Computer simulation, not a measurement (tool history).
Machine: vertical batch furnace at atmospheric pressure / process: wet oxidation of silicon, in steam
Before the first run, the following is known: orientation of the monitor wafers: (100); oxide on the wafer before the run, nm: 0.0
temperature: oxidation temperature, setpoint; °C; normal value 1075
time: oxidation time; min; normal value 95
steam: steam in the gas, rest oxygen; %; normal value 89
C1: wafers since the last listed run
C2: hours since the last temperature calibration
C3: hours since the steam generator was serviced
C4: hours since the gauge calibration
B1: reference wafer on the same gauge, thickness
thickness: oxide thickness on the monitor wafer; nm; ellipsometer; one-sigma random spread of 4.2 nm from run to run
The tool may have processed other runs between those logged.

{"run": 1, "day": 0.0, "temperature": 1075, "time": 95, "steam": 89, "C1": 0, "C2": 2337.8, "C3": 922.7, "C4": 1207.5, "B1": 629.66, "thickness": 751.77}
{"run": 2, "day": 3.096, "temperature": 1075, "time": 95, "steam": 89, "C1": 1086, "C2": 2412.1, "C3": 997, "C4": 1281.8, "B1": 629.09, "thickness": 762.83}
{"run": 3, "day": 6.258, "temperature": 1075, "time": 95, "steam": 89, "C1": 1109, "C2": 2488, "C3": 1072.9, "C4": 1357.7, "B1": 630.23, "thickness": 755.56}
{"run": 4, "day": 8.883, "temperature": 1075, "time": 95, "steam": 80, "C1": 920, "C2": 2551, "C3": 1135.9, "C4": 1420.7, "B1": 630.18, "thickness": 709.4}
{"run": 5, "day": 12.021, "temperature": 1075, "time": 95, "steam": 80, "C1": 1100, "C2": 2626.3, "C3": 1211.2, "C4": 1496, "B1": 630.82, "thickness": 714.91}
{"day": 14.738, "done": "steam generator serviced"}
{"run": 6, "day": 15.442, "temperature": 1075, "time": 95, "steam": 80, "C1": 849, "C2": 2708.4, "C3": 16.9, "C4": 1578.1, "B1": 631.34, "thickness": 709.05}
{"run": 7, "day": 19.742, "temperature": 1075, "time": 95, "steam": 89, "C1": 1508, "C2": 2811.6, "C3": 120.1, "C4": 1681.3, "B1": 627.45, "thickness": 754.39}
{"run": 8, "day": 33.188, "temperature": 1075, "time": 95, "steam": 89, "C1": 4716, "C2": 3134.3, "C3": 442.8, "C4": 2004, "B1": 629.37, "thickness": 755.52}
{"run": 9, "day": 36.408, "temperature": 1075, "time": 95, "steam": 89, "C1": 1129, "C2": 3211.6, "C3": 520.1, "C4": 2081.3, "B1": 629.28, "thickness": 755.25}
{"run": 10, "day": 40.3, "temperature": 1075, "time": 95, "steam": 89, "C1": 1365, "C2": 3305, "C3": 613.5, "C4": 2174.7, "B1": 628.11, "thickness": 760.9}
{"run": 11, "day": 44.708, "temperature": 1075, "time": 95, "steam": 89, "C1": 1546, "C2": 3410.8, "C3": 719.3, "C4": 2280.5, "B1": 631.44, "thickness": 753.94}
{"run": 12, "day": 46.412, "temperature": 1075, "time": 95, "steam": 89, "C1": 597, "C2": 3451.7, "C3": 760.2, "C4": 2321.4, "B1": 628.4, "thickness": 753.06}
{"run": 13, "day": 50.296, "temperature": 1075, "time": 95, "steam": 89, "C1": 1362, "C2": 3544.9, "C3": 853.4, "C4": 2414.6, "B1": 631.88, "thickness": 756.64}
{"day": 54.854, "done": "thermocouples replaced and temperature profile calibrated"}
{"run": 14, "day": 54.875, "temperature": 1051, "time": 134, "steam": 89, "C1": 1255, "C2": 0.5, "C3": 963.3, "C4": 2524.5, "B1": 628.84, "thickness": 833.75}
{"day": 55.529, "done": "gauge calibrated"}
{"run": 15, "day": 58.742, "temperature": 1075, "time": 53, "steam": 94, "C1": 1356, "C2": 93.3, "C3": 1056.1, "C4": 77.1, "B1": 629, "thickness": 557.18}
{"run": 16, "day": 61.721, "temperature": 1085, "time": 95, "steam": 89, "C1": 1045, "C2": 164.8, "C3": 1127.6, "C4": 148.6, "B1": 631.8, "thickness": 781.03}
{"run": 17, "day": 63.55, "temperature": 1075, "time": 114, "steam": 89, "C1": 641, "C2": 208.7, "C3": 1171.5, "C4": 192.5, "B1": 629.88, "thickness": 832.82}
{"run": 18, "day": 65.121, "temperature": 1075, "time": 95, "steam": 97, "C1": 551, "C2": 246.4, "C3": 1209.2, "C4": 230.2, "B1": 631.32, "thickness": 803.48}
{"day": 69.504, "done": "steam generator serviced"}
{"run": 19, "day": 69.525, "temperature": 1075, "time": 95, "steam": 89, "C1": 1194, "C2": 352.1, "C3": 0.5, "C4": 335.9, "B1": 631.44, "thickness": 752.68}
{"run": 20, "day": 72.592, "temperature": 1092, "time": 95, "steam": 89, "C1": 1075, "C2": 425.7, "C3": 74.1, "C4": 409.5, "B1": 631.35, "thickness": 810.64}
{"run": 21, "day": 76.804, "temperature": 1056, "time": 95, "steam": 89, "C1": 1477, "C2": 526.8, "C3": 175.2, "C4": 510.6, "B1": 628.69, "thickness": 702.36}
{"run": 22, "day": 79.375, "temperature": 1075, "time": 108.5, "steam": 89, "C1": 901, "C2": 588.5, "C3": 236.9, "C4": 572.3, "B1": 630.66, "thickness": 814.98}
{"run": 23, "day": 82.121, "temperature": 1059, "time": 75.5, "steam": 94, "C1": 963, "C2": 654.4, "C3": 302.8, "C4": 638.2, "B1": 629.99, "thickness": 638.82}
{"run": 24, "day": 85.775, "temperature": 1091, "time": 95, "steam": 89, "C1": 1281, "C2": 742.1, "C3": 390.5, "C4": 725.9, "B1": 629.62, "thickness": 799.83}
{"run": 25, "day": 88.104, "temperature": 1057, "time": 95, "steam": 89, "C1": 817, "C2": 798, "C3": 446.4, "C4": 781.8, "B1": 630.14, "thickness": 702.56}
{"run": 26, "day": 90.717, "temperature": 1075, "time": 53, "steam": 94, "C1": 916, "C2": 860.7, "C3": 509.1, "C4": 844.5, "B1": 630, "thickness": 560.48}
{"run": 27, "day": 95.15, "temperature": 1075, "time": 95, "steam": 89, "C1": 1555, "C2": 967.1, "C3": 615.5, "C4": 950.9, "B1": 629.62, "thickness": 760.87}

Consider 3 possible next runs. They are alternatives, not a sequence: every one starts from the tool as it was left by run 27. What does each give?
{"run": "A", "day": 95.367, "temperature": 1075, "time": 95, "steam": 89, "C1": 76, "C2": 972.3, "C3": 620.7, "C4": 956.1, "B1": "?", "thickness": "?"}
{"run": "B", "day": 95.367, "temperature": 1083, "time": 95, "steam": 89, "C1": 76, "C2": 972.3, "C3": 620.7, "C4": 956.1, "B1": "?", "thickness": "?"}
{"run": "C", "day": 95.367, "temperature": 1097, "time": 54, "steam": 89, "C1": 76, "C2": 972.3, "C3": 620.7, "C4": 956.1, "B1": "?", "thickness": "?"}

run=A B1=630.24 thickness=764.5
run=B B1=630.24 thickness=789.34
run=C B1=630.24 thickness=606.52
The same runs, with their run-to-run variation unchanged, on a tool lacking any hidden condition would have given:
run=A thickness=764.5
run=B thickness=789.34
run=C thickness=606.52
